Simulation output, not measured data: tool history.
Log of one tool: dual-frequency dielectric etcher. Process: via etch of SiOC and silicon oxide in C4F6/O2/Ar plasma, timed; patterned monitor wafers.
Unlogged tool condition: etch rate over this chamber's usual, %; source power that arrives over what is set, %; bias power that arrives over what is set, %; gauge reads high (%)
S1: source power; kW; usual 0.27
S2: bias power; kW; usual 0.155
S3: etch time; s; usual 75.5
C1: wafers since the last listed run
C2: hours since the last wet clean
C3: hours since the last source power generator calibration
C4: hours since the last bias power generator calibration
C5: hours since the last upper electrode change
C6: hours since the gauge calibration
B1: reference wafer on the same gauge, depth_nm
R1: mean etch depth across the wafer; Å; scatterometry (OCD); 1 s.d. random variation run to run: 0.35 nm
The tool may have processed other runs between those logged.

run 1 hour=0 | S1=0.27 S2=0.155 S3=75.5 | C1=0 C2=237.6 C3=1676.9 C4=1702.1 C5=4495.6 C6=186.3 | B1=77.9 | R1=710
run 2 hour=29.7 | S1=0.27 S2=0.155 S3=75.5 | C1=466 C2=267.3 C3=1706.6 C4=1731.8 C5=4525.3 C6=216 | B1=78 | R1=712
run 3 hour=59.2 | S1=0.27 S2=0.155 S3=75.5 | C1=463 C2=296.8 C3=1736.1 C4=1761.3 C5=4554.8 C6=245.5 | B1=78.1 | R1=715
run 4 hour=73.7 | S1=0.27 S2=0.155 S3=75.5 | C1=227 C2=311.3 C3=1750.6 C4=1775.8 C5=4569.3 C6=260 | B1=78 | R1=708
run 5 hour=96.3 | S1=0.27 S2=0.155 S3=75.5 | C1=355 C2=333.9 C3=1773.2 C4=1798.4 C5=4591.9 C6=282.6 | B1=78.3 | R1=713
run 6 hour=110.4 | S1=0.27 S2=0.155 S3=75.5 | C1=221 C2=348 C3=1787.3 C4=1812.5 C5=4606 C6=296.7 | B1=78.2 | R1=714
run 7 hour=137 | S1=0.3 S2=0.155 S3=75.5 | C1=418 C2=374.6 C3=1813.9 C4=1839.1 C5=4632.6 C6=323.3 | B1=78.4 | R1=744
-- hour=193.1 upper electrode replaced
run 8 hour=221.4 | S1=0.3 S2=0.155 S3=75.5 | C1=949 C2=459 C3=1898.3 C4=1923.5 C5=28.3 C6=407.7 | B1=79 | R1=743
run 9 hour=237.7 | S1=0.27 S2=0.155 S3=75.5 | C1=256 C2=475.3 C3=1914.6 C4=1939.8 C5=44.6 C6=424 | B1=78.8 | R1=719
-- hour=253.8 gauge calibrated
run 10 hour=273 | S1=0.27 S2=0.155 S3=75.5 | C1=554 C2=510.6 C3=1949.9 C4=1975.1 C5=79.9 C6=19.2 | B1=77.7 | R1=711
-- hour=318.4 wet clean of the chamber
run 11 hour=318.9 | S1=0.27 S2=0.155 S3=75.5 | C1=344 C2=0.5 C3=1995.8 C4=2021 C5=125.8 C6=65.1 | B1=77.8 | R1=712
run 12 hour=333.3 | S1=0.27 S2=0.155 S3=75.5 | C1=226 C2=14.9 C3=2010.2 C4=2035.4 C5=140.2 C6=79.5 | B1=77.7 | R1=707
run 13 hour=353.1 | S1=0.27 S2=0.155 S3=53 | C1=311 C2=34.7 C3=2030 C4=2055.2 C5=160 C6=99.3 | B1=77.7 | R1=499
run 14 hour=371.3 | S1=0.27 S2=0.139 S3=75.5 | C1=286 C2=52.9 C3=2048.2 C4=2073.4 C5=178.2 C6=117.5 | B1=77.8 | R1=681
run 15 hour=398.7 | S1=0.27 S2=0.155 S3=75.5 | C1=430 C2=80.3 C3=2075.6 C4=2100.8 C5=205.6 C6=144.9 | B1=77.8 | R1=710
run 16 hour=424.8 | S1=0.22 S2=0.187 S3=63 | C1=410 C2=106.4 C3=2101.7 C4=2126.9 C5=231.7 C6=171 | B1=77.9 | R1=584
run 17 hour=458.3 | S1=0.22 S2=0.155 S3=75.5 | C1=526 C2=139.9 C3=2135.2 C4=2160.4 C5=265.2 C6=204.5 | B1=78 | R1=657
-- hour=484.9 bias power generator calibrated
run 18 hour=485.4 | S1=0.23 S2=0.193 S3=75.5 | C1=363 C2=167 C3=2162.3 C4=0.5 C5=292.3 C6=231.6 | B1=78 | R1=721
-- hour=490.2 source power generator calibrated
run 19 hour=510.4 | S1=0.32 S2=0.155 S3=75.5 | C1=330 C2=192 C3=20.2 C4=25.5 C5=317.3 C6=256.6 | B1=78 | R1=766
run 20 hour=542.7 | S1=0.27 S2=0.155 S3=75.5 | C1=507 C2=224.3 C3=52.5 C4=57.8 C5=349.6 C6=288.9 | B1=78.2 | R1=712
run 21 hour=566 | S1=0.27 S2=0.155 S3=75.5 | C1=366 C2=247.6 C3=75.8 C4=81.1 C5=372.9 C6=312.2 | B1=78.4 | R1=712
run 22 hour=595.4 | S1=0.27 S2=0.191 S3=69 | C1=462 C2=277 C3=105.2 C4=110.5 C5=402.3 C6=341.6 | B1=78.5 | R1=706
run 23 hour=624.6 | S1=0.27 S2=0.155 S3=75.5 | C1=458 C2=306.2 C3=134.4 C4=139.7 C5=431.5 C6=370.8 | B1=78.5 | R1=717
run 24 hour=648.2 | S1=0.27 S2=0.155 S3=75.5 | C1=370 C2=329.8 C3=158 C4=163.3 C5=455.1 C6=394.4 | B1=78.8 | R1=722
run 25 hour=683 | S1=0.3 S2=0.155 S3=75.5 | C1=546 C2=364.6 C3=192.8 C4=198.1 C5=489.9 C6=429.2 | B1=79.1 | R1=747
-- hour=689.4 gauge calibrated
run 26 hour=704.4 | S1=0.27 S2=0.191 S3=69 | C1=336 C2=386 C3=214.2 C4=219.5 C5=511.3 C6=15 | B1=77.6 | R1=692
run 27 hour=718.6 | S1=0.3 S2=0.194 S3=59.5 | C1=223 C2=400.2 C3=228.4 C4=233.7 C5=525.5 C6=29.2 | B1=77.7 | R1=632
run 28 hour=736.2 | S1=0.2 S2=0.155 S3=75.5 | C1=276 C2=417.8 C3=246 C4=251.3 C5=543.1 C6=46.8 | B1=77.8 | R1=629
run 29 hour=764.6 | S1=0.32 S2=0.136 S3=63.5 | C1=446 C2=446.2 C3=274.4 C4=279.7 C5=571.5 C6=75.2 | B1=77.5 | R1=611

How the hidden state differs across the entries between the runs, from the last listed run before each to the first after it:
Runs 7 to 8: upper electrode replaced (hour 193.1)
  gauge reads high (%): 0.898 -> 1.46
  difference, measured minus the result without the unlogged condition, R1: +7 -> +11 Å
Runs 9 to 10: gauge calibrated (hour 253.8)
  gauge reads high (%): 1.59 -> -0.0282
  difference, measured minus the result without the unlogged condition, R1: +11 -> -1 Å
Runs 10 to 11: wet clean of the chamber (hour 318.4)
  gauge reads high (%): -0.0282 -> 0.00721
  difference, measured minus the result without the unlogged condition, R1: -1 -> +0 Å
Runs 17 to 18: bias power generator calibrated (hour 484.9)
  gauge reads high (%): 0.351 -> 0.46
  difference, measured minus the result without the unlogged condition, R1: +2 -> +4 Å
Runs 18 to 19: source power generator calibrated (hour 490.2)
  gauge reads high (%): 0.46 -> 0.571
  difference, measured minus the result without the unlogged condition, R1: +4 -> +4 Å
Runs 25 to 26: gauge calibrated (hour 689.4)
  gauge reads high (%): 1.66 -> -0.0136
  difference, measured minus the result without the unlogged condition, R1: +12 -> +0 Å

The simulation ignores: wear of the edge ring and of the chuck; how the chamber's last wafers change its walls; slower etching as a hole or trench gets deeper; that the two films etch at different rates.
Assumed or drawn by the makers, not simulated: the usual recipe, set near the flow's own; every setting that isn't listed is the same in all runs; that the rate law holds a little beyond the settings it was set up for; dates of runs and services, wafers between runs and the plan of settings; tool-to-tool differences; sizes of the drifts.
